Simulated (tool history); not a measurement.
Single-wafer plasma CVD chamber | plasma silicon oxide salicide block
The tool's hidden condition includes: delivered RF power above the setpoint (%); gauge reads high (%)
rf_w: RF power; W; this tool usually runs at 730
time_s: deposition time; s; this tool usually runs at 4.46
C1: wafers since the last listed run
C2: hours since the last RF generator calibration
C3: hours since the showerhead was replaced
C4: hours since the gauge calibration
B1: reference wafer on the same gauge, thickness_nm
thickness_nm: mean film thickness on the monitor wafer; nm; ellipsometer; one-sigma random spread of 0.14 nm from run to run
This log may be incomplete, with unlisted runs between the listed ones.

{"run": 1, "day": 0.0, "rf_w": 730, "time_s": 4.46, "C1": 0, "C2": 1868.0, "C3": 5527.0, "C4": 770.4, "B1": 40.382, "thickness_nm": 46.047}
{"run": 2, "day": 1.004, "rf_w": 730, "time_s": 4.46, "C1": 1162, "C2": 1892.1, "C3": 5551.1, "C4": 794.5, "B1": 40.405, "thickness_nm": 46.168}
{"run": 3, "day": 2.425, "rf_w": 730, "time_s": 4.46, "C1": 1644, "C2": 1926.2, "C3": 5585.2, "C4": 828.6, "B1": 40.393, "thickness_nm": 46.031}
{"run": 4, "day": 3.271, "rf_w": 730, "time_s": 4.46, "C1": 978, "C2": 1946.5, "C3": 5605.5, "C4": 848.9, "B1": 40.427, "thickness_nm": 45.781}
{"run": 5, "day": 4.012, "rf_w": 730, "time_s": 4.46, "C1": 858, "C2": 1964.3, "C3": 5623.3, "C4": 866.7, "B1": 40.42, "thickness_nm": 46.03}
{"run": 6, "day": 7.038, "rf_w": 730, "time_s": 4.46, "C1": 3500, "C2": 2036.9, "C3": 5695.9, "C4": 939.3, "B1": 40.389, "thickness_nm": 45.638}
{"run": 7, "day": 7.854, "rf_w": 730, "time_s": 4.46, "C1": 945, "C2": 2056.5, "C3": 5715.5, "C4": 958.9, "B1": 40.377, "thickness_nm": 46.176}
{"run": 8, "day": 8.367, "rf_w": 730, "time_s": 4.46, "C1": 593, "C2": 2068.8, "C3": 5727.8, "C4": 971.2, "B1": 40.422, "thickness_nm": 45.982}
{"run": 9, "day": 9.054, "rf_w": 730, "time_s": 4.46, "C1": 795, "C2": 2085.3, "C3": 5744.3, "C4": 987.7, "B1": 40.395, "thickness_nm": 45.894}
{"run": 10, "day": 9.704, "rf_w": 730, "time_s": 4.46, "C1": 752, "C2": 2100.9, "C3": 5759.9, "C4": 1003.3, "B1": 40.429, "thickness_nm": 45.941}
{"run": 11, "day": 10.262, "rf_w": 730, "time_s": 4.46, "C1": 646, "C2": 2114.3, "C3": 5773.3, "C4": 1016.7, "B1": 40.379, "thickness_nm": 45.943}
{"run": 12, "day": 11.717, "rf_w": 730, "time_s": 4.46, "C1": 1682, "C2": 2149.2, "C3": 5808.2, "C4": 1051.6, "B1": 40.4, "thickness_nm": 45.885}
{"run": 13, "day": 12.633, "rf_w": 730, "time_s": 3.92, "C1": 1060, "C2": 2171.2, "C3": 5830.2, "C4": 1073.6, "B1": 40.4, "thickness_nm": 40.215}
{"run": 14, "day": 13.833, "rf_w": 820, "time_s": 3.99, "C1": 1388, "C2": 2200.0, "C3": 5859.0, "C4": 1102.4, "B1": 40.398, "thickness_nm": 42.472}
{"run": 15, "day": 14.621, "rf_w": 820, "time_s": 3.99, "C1": 911, "C2": 2218.9, "C3": 5877.9, "C4": 1121.3, "B1": 40.405, "thickness_nm": 42.655}
{"run": 16, "day": 15.938, "rf_w": 820, "time_s": 3.99, "C1": 1523, "C2": 2250.5, "C3": 5909.5, "C4": 1152.9, "B1": 40.422, "thickness_nm": 42.588}
{"run": 17, "day": 16.688, "rf_w": 730, "time_s": 4.46, "C1": 868, "C2": 2268.5, "C3": 5927.5, "C4": 1170.9, "B1": 40.4, "thickness_nm": 45.785}
{"run": 18, "day": 17.742, "rf_w": 730, "time_s": 4.46, "C1": 1220, "C2": 2293.8, "C3": 5952.8, "C4": 1196.2, "B1": 40.382, "thickness_nm": 45.926}
{"day": 18.35, "done": "RF generator calibrated"}
{"run": 19, "day": 18.854, "rf_w": 730, "time_s": 4.46, "C1": 901, "C2": 12.1, "C3": 5979.5, "C4": 1222.9, "B1": 40.399, "thickness_nm": 47.174}
{"run": 20, "day": 19.45, "rf_w": 730, "time_s": 4.46, "C1": 689, "C2": 26.4, "C3": 5993.8, "C4": 1237.2, "B1": 40.385, "thickness_nm": 47.093}
{"run": 21, "day": 20.762, "rf_w": 730, "time_s": 4.46, "C1": 1519, "C2": 57.9, "C3": 6025.3, "C4": 1268.7, "B1": 40.414, "thickness_nm": 47.253}
{"run": 22, "day": 21.371, "rf_w": 730, "time_s": 4.46, "C1": 704, "C2": 72.5, "C3": 6039.9, "C4": 1283.3, "B1": 40.379, "thickness_nm": 46.987}
{"run": 23, "day": 22.15, "rf_w": 800, "time_s": 4.23, "C1": 901, "C2": 91.2, "C3": 6058.6, "C4": 1302.0, "B1": 40.435, "thickness_nm": 46.11}
{"day": 22.95, "done": "gauge calibrated"}
{"run": 24, "day": 23.083, "rf_w": 840, "time_s": 4.46, "C1": 1080, "C2": 113.6, "C3": 6081.0, "C4": 3.2, "B1": 40.415, "thickness_nm": 49.294}
{"run": 25, "day": 23.604, "rf_w": 600, "time_s": 5.1, "C1": 602, "C2": 126.1, "C3": 6093.5, "C4": 15.7, "B1": 40.372, "thickness_nm": 50.378}
{"run": 26, "day": 24.212, "rf_w": 730, "time_s": 4.46, "C1": 704, "C2": 140.7, "C3": 6108.1, "C4": 30.3, "B1": 40.394, "thickness_nm": 46.988}
{"run": 27, "day": 25.638, "rf_w": 730, "time_s": 4.46, "C1": 1649, "C2": 174.9, "C3": 6142.3, "C4": 64.5, "B1": 40.394, "thickness_nm": 47.003}
{"run": 28, "day": 26.662, "rf_w": 650, "time_s": 4.46, "C1": 1186, "C2": 199.5, "C3": 6166.9, "C4": 89.1, "B1": 40.39, "thickness_nm": 45.441}
{"run": 29, "day": 27.425, "rf_w": 610, "time_s": 3.6, "C1": 882, "C2": 217.8, "C3": 6185.2, "C4": 107.4, "B1": 40.419, "thickness_nm": 35.709}
{"run": 30, "day": 28.075, "rf_w": 730, "time_s": 4.46, "C1": 752, "C2": 233.4, "C3": 6200.8, "C4": 123.0, "B1": 40.387, "thickness_nm": 47.188}
{"day": 28.504, "done": "showerhead replaced"}
{"run": 31, "day": 29.354, "rf_w": 815, "time_s": 3.93, "C1": 1094, "C2": 264.1, "C3": 20.4, "C4": 153.7, "B1": 40.407, "thickness_nm": 42.84}
{"run": 32, "day": 30.792, "rf_w": 630, "time_s": 3.6, "C1": 1663, "C2": 298.6, "C3": 54.9, "C4": 188.2, "B1": 40.409, "thickness_nm": 36.039}
{"run": 33, "day": 32.133, "rf_w": 730, "time_s": 4.46, "C1": 1552, "C2": 330.8, "C3": 87.1, "C4": 220.4, "B1": 40.417, "thickness_nm": 46.663}
{"run": 34, "day": 33.183, "rf_w": 775, "time_s": 3.87, "C1": 1215, "C2": 356.0, "C3": 112.3, "C4": 245.6, "B1": 40.409, "thickness_nm": 41.824}
{"run": 35, "day": 34.938, "rf_w": 825, "time_s": 4.79, "C1": 2030, "C2": 398.1, "C3": 154.4, "C4": 287.7, "B1": 40.399, "thickness_nm": 52.472}
{"run": 36, "day": 36.238, "rf_w": 790, "time_s": 3.57, "C1": 1504, "C2": 429.3, "C3": 185.6, "C4": 318.9, "B1": 40.416, "thickness_nm": 38.502}
{"run": 37, "day": 37.408, "rf_w": 730, "time_s": 4.46, "C1": 1355, "C2": 457.4, "C3": 213.7, "C4": 347.0, "B1": 40.399, "thickness_nm": 47.027}
{"run": 38, "day": 38.492, "rf_w": 630, "time_s": 4.82, "C1": 1253, "C2": 483.4, "C3": 239.7, "C4": 373.0, "B1": 40.4, "thickness_nm": 48.0}
{"run": 39, "day": 39.088, "rf_w": 730, "time_s": 4.46, "C1": 689, "C2": 497.7, "C3": 254.0, "C4": 387.3, "B1": 40.405, "thickness_nm": 46.93}
{"run": 40, "day": 39.612, "rf_w": 730, "time_s": 4.46, "C1": 607, "C2": 510.3, "C3": 266.6, "C4": 399.9, "B1": 40.415, "thickness_nm": 46.639}
{"run": 41, "day": 41.004, "rf_w": 730, "time_s": 4.46, "C1": 1610, "C2": 543.7, "C3": 300.0, "C4": 433.3, "B1": 40.403, "thickness_nm": 46.898}
{"run": 42, "day": 42.262, "rf_w": 730, "time_s": 4.46, "C1": 1456, "C2": 573.9, "C3": 330.2, "C4": 463.5, "B1": 40.377, "thickness_nm": 46.979}
{"run": 43, "day": 43.112, "rf_w": 835, "time_s": 5.21, "C1": 983, "C2": 594.3, "C3": 350.6, "C4": 483.9, "B1": 40.375, "thickness_nm": 56.936}
{"run": 44, "day": 44.171, "rf_w": 810, "time_s": 4.46, "C1": 1224, "C2": 619.7, "C3": 376.0, "C4": 509.3, "B1": 40.417, "thickness_nm": 48.401}
{"run": 45, "day": 44.996, "rf_w": 675, "time_s": 5.3, "C1": 954, "C2": 639.5, "C3": 395.8, "C4": 529.1, "B1": 40.39, "thickness_nm": 54.077}

3 options for the next run, each taken on its own from the tool as it stands now. Forecast them:
{"run": "A", "day": 45.012, "rf_w": 730, "time_s": 4.46, "C1": 19, "C2": 639.9, "C3": 396.2, "C4": 529.5, "B1": "?", "thickness_nm": "?"}
{"run": "B", "day": 45.012, "rf_w": 865, "time_s": 3.72, "C1": 19, "C2": 639.9, "C3": 396.2, "C4": 529.5, "B1": "?", "thickness_nm": "?"}
{"run": "C", "day": 45.012, "rf_w": 785, "time_s": 3.6, "C1": 19, "C2": 639.9, "C3": 396.2, "C4": 529.5, "B1": "?", "thickness_nm": "?"}

run=A B1=40.414 thickness_nm=46.826
run=B B1=40.414 thickness_nm=41.258
run=C B1=40.414 thickness_nm=38.698
Had the tool no hidden state, the same runs would have come out as:
run=A thickness_nm=47.369
run=B thickness_nm=41.737
run=C thickness_nm=39.147
